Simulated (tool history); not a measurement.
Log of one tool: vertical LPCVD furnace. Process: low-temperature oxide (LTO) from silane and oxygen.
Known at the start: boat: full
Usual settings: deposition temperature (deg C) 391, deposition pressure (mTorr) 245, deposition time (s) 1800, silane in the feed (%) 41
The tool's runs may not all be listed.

| run | hour | deposition temperature (deg C) | deposition pressure (mTorr) | deposition time (s) | silane in the feed (%) | read-back reference wafer on the same gauge, thickness | film thickness on the monitor wafer in the middle of the boat (Å) |
|---|---|---|---|---|---|---|---|
| 1 | 0.0 | 391 | 245 | 1800 | 41 | 280.12 | 2896.9 |
| 2 | 93.6 | 391 | 245 | 1800 | 41 | 279.92 | 2908.6 |
| 3 | 143.3 | 391 | 245 | 1800 | 41 | 279.95 | 2914.3 |
| 4 | 379.6 | 391 | 245 | 1800 | 41 | 279.86 | 2921.6 |
| 5 | 461.9 | 391 | 245 | 1800 | 41 | 279.92 | 2933.6 |
|  | 549.8 | gauge calibrated |
| 6 | 557.4 | 391 | 245 | 1800 | 41 | 280.04 | 2941.5 |
| 7 | 613.0 | 391 | 265 | 1800 | 44 | 279.70 | 3447.3 |
|  | 639.9 | thermocouples replaced and temperature profile calibrated |
| 8 | 714.3 | 391 | 265 | 1800 | 44 | 279.93 | 3327.1 |
| 9 | 751.6 | 387 | 290 | 2400 | 38 | 280.16 | 3908.2 |

Run 10 comes next. What will it give?
|  | 811.8 | pressure gauge zeroed |
| 10 | 989.2 | 391 | 245 | 1800 | 41 | ? | ? |

read-back reference wafer on the same gauge, thickness: 280.06
film thickness on the monitor wafer in the middle of the boat (Å): 2839.0
Without the tool's hidden state the same run would have given film thickness on the monitor wafer in the middle of the boat (Å) 2833.3.
